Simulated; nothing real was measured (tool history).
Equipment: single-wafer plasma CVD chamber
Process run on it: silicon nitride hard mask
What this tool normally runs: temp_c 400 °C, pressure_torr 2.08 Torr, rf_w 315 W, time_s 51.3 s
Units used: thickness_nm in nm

run    hour  temp_c  pressure_torr  rf_w  time_s  read-back reference wafer on the same gauge, thickness_nm  thickness_nm
  1       0     400           2.08   315    51.3                                                     66.517        69.266
  2      66     400           2.08   315    51.3                                                      66.56        68.606
  3     135     400           2.08   315    51.3                                                      66.43        68.673
  4   186.5     400           2.08   315    51.3                                                     66.558        69.263
  5   267.5     400           2.08   280    51.3                                                       66.4        63.712
  6   308.6     409           1.74   315    51.3                                                     66.506        66.561
  7   441.2     400           2.08   315    51.3                                                     66.505        69.012
  8   510.1     400           2.08   315    51.3                                                     66.529         69.52
  9   562.3     411           2.08   350    51.3                                                     66.412        72.864
 10   629.3     400           1.89   315    51.3                                                     66.406        67.869
      640.2  -- gauge calibrated
      881.7  -- capacitance manometer re-zeroed and calibrated
 11   934.4     394           2.51   315    47.7                                                     66.465        66.562
 12   972.7     400           2.32   315    51.3                                                     66.507        69.895
 13  1053.1     400           1.78   285    51.3                                                     66.487        63.229
     1128.6  -- showerhead replaced
 14  1129.1     400           2.58   315    51.3                                                     66.427        72.432
 15  1197.3     400           1.65   315    51.3                                                     66.474        66.923
 16  1244.7     400           2.08   315    51.3                                                     66.581        69.112
     1306.3  -- thermocouple changed; heater temperature recalibrated
 17  1511.5     400           2.08   315    51.3                                                     66.478        68.884
 18  1605.1     412           2.08   315    51.3                                                     66.549         69.34
 19  1875.5     400           2.08   355    45.4                                                     66.521        65.709
     1889.3  -- RF generator calibrated
 20  1934.3     400           2.25   315      57                                                     66.458        77.483
 21  2007.7     400           2.22   315    51.3                                                     66.476        69.781
 22  2091.9     386           2.38   375    57.4                                                     66.484        88.846
 23  2197.1     409           2.47   280    57.3                                                     66.466        73.127
 24  2304.1     400           2.08   355    56.1                                                     66.576        81.041
     2317.5  -- capacitance manometer re-zeroed and calibrated
 25  2355.4     407           2.08   315    44.1                                                     66.538        59.364
 26  2648.3     395           2.08   315    51.3                                                     66.516        69.506
 27  2750.4     388           1.87   315    51.3                                                     66.556        68.673

Here are 5 independent what-if runs from the current tool condition. What would each one return?
  A  2750.8     400           2.08   315    51.3                                                          ?             ?
  B  2750.8     400           2.08   315    57.8                                                          ?             ?
  C  2750.8     414            1.9   335    47.8                                                          ?             ?
  D  2750.8     400           1.84   255    51.3                                                          ?             ?
  E  2750.8     395           2.08   350    55.4                                                          ?             ?

run  read-back reference wafer on the same gauge, thickness_nm  thickness_nm
  A                                                     66.468        69.634
  B                                                     66.468         78.44
  C                                                     66.468        66.186
  D                                                     66.468        59.196
  E                                                     66.468        80.542
Had the tool no hidden state, the same runs would have come out as:
run  thickness_nm
  A        69.634
  B         78.44
  C        66.186
  D        59.196
  E        80.542
